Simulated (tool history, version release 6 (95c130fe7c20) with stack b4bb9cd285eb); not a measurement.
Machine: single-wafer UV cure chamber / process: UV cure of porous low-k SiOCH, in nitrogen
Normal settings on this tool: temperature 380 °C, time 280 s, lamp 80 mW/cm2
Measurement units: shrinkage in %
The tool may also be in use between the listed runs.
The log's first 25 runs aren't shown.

run,hour,temperature,time,lamp,wafers since the last listed run,hours since the UV bulbs were replaced,wafers since the quartz window was cleaned,shrinkage
26,1143.5,380,365,111,453,543.1,2513,17.503
27,1177.5,380,445,45,431,577.1,2945,13.233
# hour 1223.5: quartz window cleaned
28,1242.3,380,280,47,720,641.9,238,11.132
29,1312.7,380,280,106,893,712.3,1131,15.760
30,1362.0,380,280,50,625,761.6,1757,11.501
31,1408.1,380,280,54,585,807.7,2342,11.909
32,1440.8,380,280,50,414,840.4,2757,11.333
33,1476.4,374,330,51,451,876.0,3208,12.452
# hour 1492.2: quartz window cleaned
34,1508.9,380,420,44,310,908.5,211,12.988
35,1533.9,390,280,80,317,933.5,528,13.877

Forecast each of these 3 alternatives for the next run:
A,1534.3,380,280,80,5,933.9,533,?
B,1534.3,390,425,104,5,933.9,533,?
C,1534.3,362,375,113,5,933.9,533,?

run,shrinkage
A,13.705
B,17.670
C,16.782
Had the tool no hidden state, the same runs would have come out as:
run,shrinkage
A,14.102
B,18.089
C,17.198
